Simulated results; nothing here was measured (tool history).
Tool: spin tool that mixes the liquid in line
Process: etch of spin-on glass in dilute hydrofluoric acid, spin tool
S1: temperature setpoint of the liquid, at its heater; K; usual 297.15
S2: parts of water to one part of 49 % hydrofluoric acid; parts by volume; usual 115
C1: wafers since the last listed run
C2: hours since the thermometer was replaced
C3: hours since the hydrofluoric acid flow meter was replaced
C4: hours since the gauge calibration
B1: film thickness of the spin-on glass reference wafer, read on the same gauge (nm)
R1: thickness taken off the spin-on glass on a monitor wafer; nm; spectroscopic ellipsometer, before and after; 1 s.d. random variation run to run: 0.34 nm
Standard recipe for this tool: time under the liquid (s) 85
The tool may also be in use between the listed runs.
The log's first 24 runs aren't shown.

Run 25, hour 1726.4: usual settings but S1 293.65 K, S2 140 parts by volume, time under the liquid (s) 60; C1 759; C2 103.7; C3 182.1; C4 1034; B1 89.96. Result: R1 24.82 nm.
Run 26, hour 1824.6: usual settings; C1 1217; C2 201.9; C3 280.3; C4 1132.2; B1 89.98. Result: R1 50.28 nm.
Run 27, hour 1879.3: usual settings but S2 75 parts by volume, time under the liquid (s) 70; C1 678; C2 256.6; C3 335; C4 1186.9; B1 90.01. Result: R1 66.52 nm.
Run 28, hour 1950.5: usual settings; C1 882; C2 327.8; C3 406.2; C4 1258.1; B1 89.99. Result: R1 48.98 nm.
Run 29, hour 1992.5: usual settings; C1 520; C2 369.8; C3 448.2; C4 1300.1; B1 89.99. Result: R1 50.25 nm.
Run 30, hour 2097.7: usual settings; C1 1304; C2 475; C3 553.4; C4 1405.3; B1 90.02. Result: R1 49.04 nm.
Run 31, hour 2164.9: usual settings; C1 833; C2 542.2; C3 620.6; C4 1472.5; B1 90.01. Result: R1 48.84 nm.
Run 32, hour 2216.9: usual settings but S2 75 parts by volume; C1 644; C2 594.2; C3 672.6; C4 1524.5; B1 89.99. Result: R1 79.19 nm.
At hour 2306.7: hydrofluoric acid flow meter replaced.
Run 33, hour 2320.3: usual settings but S2 65 parts by volume, time under the liquid (s) 55; C1 1269; C2 697.6; C3 13.6; C4 1627.9; B1 90. Result: R1 62 nm.

Each row is a separate what-if for the run after 33, all from the same tool condition, not one after another. Results?
Run A, hour 2320.7: usual settings but time under the liquid (s) 50; C1 4; C2 698; C3 14; C4 1628.3; B1 ?. Result: R1 ?.
Run B, hour 2320.7: usual settings but time under the liquid (s) 110; C1 4; C2 698; C3 14; C4 1628.3; B1 ?. Result: R1 ?.
Run C, hour 2320.7: usual settings but S1 294.15 K, S2 140 parts by volume, time under the liquid (s) 110; C1 4; C2 698; C3 14; C4 1628.3; B1 ?. Result: R1 ?.
Run D, hour 2320.7: usual settings but S1 300.65 K, time under the liquid (s) 65; C1 4; C2 698; C3 14; C4 1628.3; B1 ?. Result: R1 ?.

run     B1     R1
  A  90.03  29.87
  B  90.03  65.72
  C  90.03  46.62
  D  90.03  44.44
With no hidden state in the tool, these same runs would have given:
run     R1
  A  30.03
  B  66.06
  C  46.86
  D  44.67
